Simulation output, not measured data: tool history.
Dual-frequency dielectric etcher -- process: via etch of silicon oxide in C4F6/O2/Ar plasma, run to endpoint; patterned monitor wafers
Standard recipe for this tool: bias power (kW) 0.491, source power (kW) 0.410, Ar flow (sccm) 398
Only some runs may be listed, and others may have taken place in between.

run    hour  bias power (kW)  source power (kW)  Ar flow (sccm)  wafers since the last listed run  hours since the last wet clean  hours since the last bias power generator calibration  hours since the last source power generator calibration  hours since the last Ar flow controller change  hours since the last upper electrode change  incoming incoming film thickness, nm  endpoint time (s)
  1     0.0            0.491              0.410             398                                 0                           196.0                                                 3081.6                                                   1773.0                                          2056.3                                       1063.4                                 128.0               29.4
  2    50.0            0.491              0.410             398                               620                           246.0                                                 3131.6                                                   1823.0                                          2106.3                                       1113.4                                 129.2               29.8
  3   105.3            0.491              0.410             398                               685                           301.3                                                 3186.9                                                   1878.3                                          2161.6                                       1168.7                                 129.5               30.1
      151.6  -- wet clean of the chamber
  4   157.9            0.491              0.410             398                               354                             6.3                                                 3239.5                                                   1930.9                                          2214.2                                       1221.3                                 129.2               28.3
  5   207.5            0.491              0.370             398                               615                            55.9                                                 3289.1                                                   1980.5                                          2263.8                                       1270.9                                 130.5               30.6
  6   253.4            0.491              0.370             398                               569                           101.8                                                 3335.0                                                   2026.4                                          2309.7                                       1316.8                                 128.9               30.7
  7   284.9            0.491              0.370             398                               390                           133.3                                                 3366.5                                                   2057.9                                          2341.2                                       1348.3                                 128.2               30.6
  8   325.8            0.558              0.410             398                               507                           174.2                                                 3407.4                                                   2098.8                                          2382.1                                       1389.2                                 129.0               28.0
  9   369.0            0.558              0.410             398                               535                           217.4                                                 3450.6                                                   2142.0                                          2425.3                                       1432.4                                 129.0               28.8
      557.8  -- wet clean of the chamber
 10   558.3            0.544              0.410             398                              2050                             0.5                                                 3639.9                                                   2331.3                                          2614.6                                       1621.7                                 130.1               28.4
 11   595.8            0.491              0.410             398                               465                            38.0                                                 3677.4                                                   2368.8                                          2652.1                                       1659.2                                 129.5               29.3
 12   642.7            0.491              0.410             398                               581                            84.9                                                 3724.3                                                   2415.7                                          2699.0                                       1706.1                                 129.9               29.8
 13   674.0            0.558              0.410             398                               388                           116.2                                                 3755.6                                                   2447.0                                          2730.3                                       1737.4                                 129.1               28.2
      713.3  -- source power generator calibrated
 14   715.2            0.377              0.470             398                               461                           157.4                                                 3796.8                                                      1.9                                          2771.5                                       1778.6                                 129.0               29.9
 15   769.3            0.438              0.410             439                               670                           211.5                                                 3850.9                                                     56.0                                          2825.6                                       1832.7                                 128.6               31.1
      784.5  -- bias power generator calibrated
      827.5  -- upper electrode replaced
 16   837.0            0.426              0.330             450                               492                           279.2                                                   52.5                                                    123.7                                          2893.3                                          9.5                                 129.2               35.8
      847.3  -- Ar flow controller replaced
 17   899.9            0.491              0.440             345                               705                           342.1                                                  115.4                                                    186.6                                            52.6                                         72.4                                 128.9               28.5
      952.7  -- wet clean of the chamber
 18  1078.2            0.491              0.380             475                              1913                           125.5                                                  293.7                                                    364.9                                           230.9                                        250.7                                 129.2               31.8
 19  1111.1            0.591              0.450             398                               408                           158.4                                                  326.6                                                    397.8                                           263.8                                        283.6                                 129.0               26.7
 20  1155.9            0.491              0.410             398                               555                           203.2                                                  371.4                                                    442.6                                           308.6                                        328.4                                 128.8               29.4
 21  1192.9            0.562              0.450             318                               458                           240.2                                                  408.4                                                    479.6                                           345.6                                        365.4                                 129.4               26.2
     1279.2  -- wet clean of the chamber
 22  1279.7            0.611              0.410             398                               778                             0.5                                                  495.2                                                    566.4                                           432.4                                        452.2                                 128.9               27.1
 23  1295.9            0.491              0.410             494                               200                            16.7                                                  511.4                                                    582.6                                           448.6                                        468.4                                 129.5               30.0

Entry by entry between the runs, the difference in hidden state between the last listed run before and the first listed run after:
Logged between run 3 and run 4: wet clean of the chamber (hour 151.6)
  etch rate over this chamber's usual, %: -4.37 -> 0.904
  the result without the hidden state subtracted from the measured one, endpoint time (s): +1.4 -> -0.2
Logged between run 9 and run 10: wet clean of the chamber (hour 557.8)
  etch rate over this chamber's usual, %: -2.16 -> -0.325
  the result without the hidden state subtracted from the measured one, endpoint time (s): +0.7 -> +0.1
Logged between run 13 and run 14: source power generator calibrated (hour 713.3)
  etch rate over this chamber's usual, %: -2 -> -2.6
  the result without the hidden state subtracted from the measured one, endpoint time (s): +0.6 -> +0.8
Logged between run 15 and run 16: bias power generator calibrated (hour 784.5); upper electrode replaced (hour 827.5)
  etch rate over this chamber's usual, %: -3.39 -> -4.37
  the result without the hidden state subtracted from the measured one, endpoint time (s): +1.0 -> +1.6
Logged between run 16 and run 17: Ar flow controller replaced (hour 847.3)
  etch rate over this chamber's usual, %: -4.37 -> -5.28
  the result without the hidden state subtracted from the measured one, endpoint time (s): +1.6 -> +1.5
Logged between run 17 and run 18: wet clean of the chamber (hour 952.7)
  etch rate over this chamber's usual, %: -5.28 -> -2.45
  the result without the hidden state subtracted from the measured one, endpoint time (s): +1.5 -> +0.8
Logged between run 21 and run 22: wet clean of the chamber (hour 1279.2)
  etch rate over this chamber's usual, %: -4.12 -> -0.125
  the result without the hidden state subtracted from the measured one, endpoint time (s): +1.1 -> +0.0
